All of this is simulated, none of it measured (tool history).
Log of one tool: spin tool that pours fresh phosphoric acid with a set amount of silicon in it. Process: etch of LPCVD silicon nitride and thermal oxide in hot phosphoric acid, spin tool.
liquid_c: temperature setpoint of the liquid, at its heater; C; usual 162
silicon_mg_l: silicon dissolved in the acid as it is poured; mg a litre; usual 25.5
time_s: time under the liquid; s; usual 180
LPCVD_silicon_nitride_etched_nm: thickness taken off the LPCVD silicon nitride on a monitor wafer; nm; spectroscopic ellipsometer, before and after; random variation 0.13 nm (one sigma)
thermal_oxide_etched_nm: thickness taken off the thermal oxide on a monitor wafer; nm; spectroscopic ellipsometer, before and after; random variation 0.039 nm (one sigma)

run   hour  liquid_c  silicon_mg_l  time_s  read-back film thickness of the LPCVD silicon nitride reference wafer, read on the same gauge (nm)  read-back film thickness of the thermal oxide reference wafer, read on the same gauge (nm)  LPCVD_silicon_nitride_etched_nm  thermal_oxide_etched_nm
  1      0       161            42     180                                                                                              120.02                                                                                     149.999                             18.2                     0.12
  2    8.6       164          25.5     265                                                                                              120.01                                                                                     150.016                            29.47                    0.363
  3   24.8       164          25.5     270                                                                                              119.99                                                                                     150.009                            29.89                    0.495
  4   42.7       162          25.5     180                                                                                              120.01                                                                                     149.995                            18.75                    0.261
  5   54.5       162          18.5     225                                                                                                 120                                                                                     149.953                            23.44                     0.58
  6   70.7     162.5          25.5     180                                                                                              119.99                                                                                     150.037                            18.98                    0.329
  7   76.8       162            14      95                                                                                              119.99                                                                                     150.042                             9.91                    0.204
  8   87.7       162            42     105                                                                                              120.01                                                                                     149.972                            10.91                    0.071
      93.9  -- thermometer replaced
  9   96.7       164          25.5     265                                                                                              119.99                                                                                     149.998                             28.8                    0.526
 10    109       162          25.5      90                                                                                              120.01                                                                                     150.002                              9.3                     0.15
     118.6  -- dissolved silicon flow meter replaced
 11  119.4       164          25.5      90                                                                                                 120                                                                                     149.969                             9.97                    0.187
 12  137.2     160.5          39.5     275                                                                                              119.99                                                                                     150.005                            26.76                     0.22
       144  -- gauge calibrated
 13  150.8       162          25.5     180                                                                                              120.02                                                                                     150.034                             18.5                     0.24
 14  160.4       162             8     180                                                                                              120.01                                                                                     150.008                            18.56                     0.44
 15  193.1       162             6     180                                                                                                 120                                                                                     149.977                            18.58                    0.493
 16  210.2       160          39.5     145                                                                                              120.02                                                                                     149.982                            13.95                    0.109
 17  227.7       160          25.5     180                                                                                              120.02                                                                                     149.952                            17.29                    0.246
 18  264.3       162          25.5     180                                                                                                 120                                                                                     150.037                            18.46                    0.266
 19  281.9       162          25.5     180                                                                                              120.01                                                                                     149.979                            18.45                    0.272

The next listed run, before its measurement:
 20  292.1       165          25.5     120                                                                                                   ?                                                                                           ?                                ?                        ?

{"run 20": {"read-back film thickness of the LPCVD silicon nitride reference wafer, read on the same gauge (nm)": 119.99, "read-back film thickness of the thermal oxide reference wafer, read on the same gauge (nm)": 149.97, "LPCVD_silicon_nitride_etched_nm": 13.64, "thermal_oxide_etched_nm": 0.247}}
Without the tool's hidden state the same run would have given LPCVD_silicon_nitride_etched_nm 14.2 nm, thermal_oxide_etched_nm 0.27 nm.
